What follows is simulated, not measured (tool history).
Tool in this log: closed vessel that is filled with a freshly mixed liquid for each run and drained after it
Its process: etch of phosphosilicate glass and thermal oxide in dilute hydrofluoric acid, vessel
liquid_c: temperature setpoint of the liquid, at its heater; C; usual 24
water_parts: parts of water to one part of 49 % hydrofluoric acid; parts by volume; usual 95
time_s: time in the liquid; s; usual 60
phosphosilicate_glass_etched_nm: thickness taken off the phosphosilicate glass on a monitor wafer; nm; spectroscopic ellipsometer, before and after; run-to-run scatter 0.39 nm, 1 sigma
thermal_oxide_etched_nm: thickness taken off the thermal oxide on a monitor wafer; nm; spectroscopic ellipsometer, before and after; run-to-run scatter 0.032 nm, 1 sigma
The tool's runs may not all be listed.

run	day	liquid_c	water_parts	time_s	read-back film thickness of the phosphosilicate glass reference wafer, read on the same gauge (nm)	read-back film thickness of the thermal oxide reference wafer, read on the same gauge (nm)	phosphosilicate_glass_etched_nm	thermal_oxide_etched_nm
1	0	24	95	60	69.96	50.004	93.25	3.064
2	0.604	24	95	60	69.99	49.995	93.49	3.043
3	1.104	24	95	60	69.99	49.999	92.98	3.04
# day 1.258: gauge calibrated
4	1.558	24	95	60	70.02	50.012	93.18	2.977
5	1.908	24	95	60	70	49.999	93.35	3.032
6	2.162	24	95	60	69.98	49.994	93	3.077
7	2.596	24	95	60	70.02	49.997	92.87	3.035
8	3.092	21.5	95	50	70.02	50.022	70.12	2.311
9	3.788	27.5	95	45	70	50.028	79.77	2.636
10	4.058	27.5	95	65	70.02	50.018	114.8	3.76
11	4.679	19.5	70	80	70	50.006	145.64	4.705
12	5.012	26	95	35	70	50.012	58.8	1.89
13	5.438	27.5	95	60	69.98	49.989	106.24	3.467
# day 6.212: thermometer replaced
14	6.271	22.5	95	60	70	49.993	82.01	2.658
15	6.533	24	130	60	70.01	49.986	61	1.98
# day 6.725: hydrofluoric acid flow meter replaced
16	6.829	24	125	60	70.02	50.001	70.14	2.292

Forecast run 17:
17	7.454	21.5	125	90	?	?	?	?

Run 17 measured read-back film thickness of the phosphosilicate glass reference wafer, read on the same gauge (nm) 69.99, read-back film thickness of the thermal oxide reference wafer, read on the same gauge (nm) 49.998, phosphosilicate_glass_etched_nm 95.5 nm, thermal_oxide_etched_nm 3.125 nm.
Minus the tool's unlogged condition, the same run would have read phosphosilicate_glass_etched_nm 94.84 nm, thermal_oxide_etched_nm 3.103 nm.
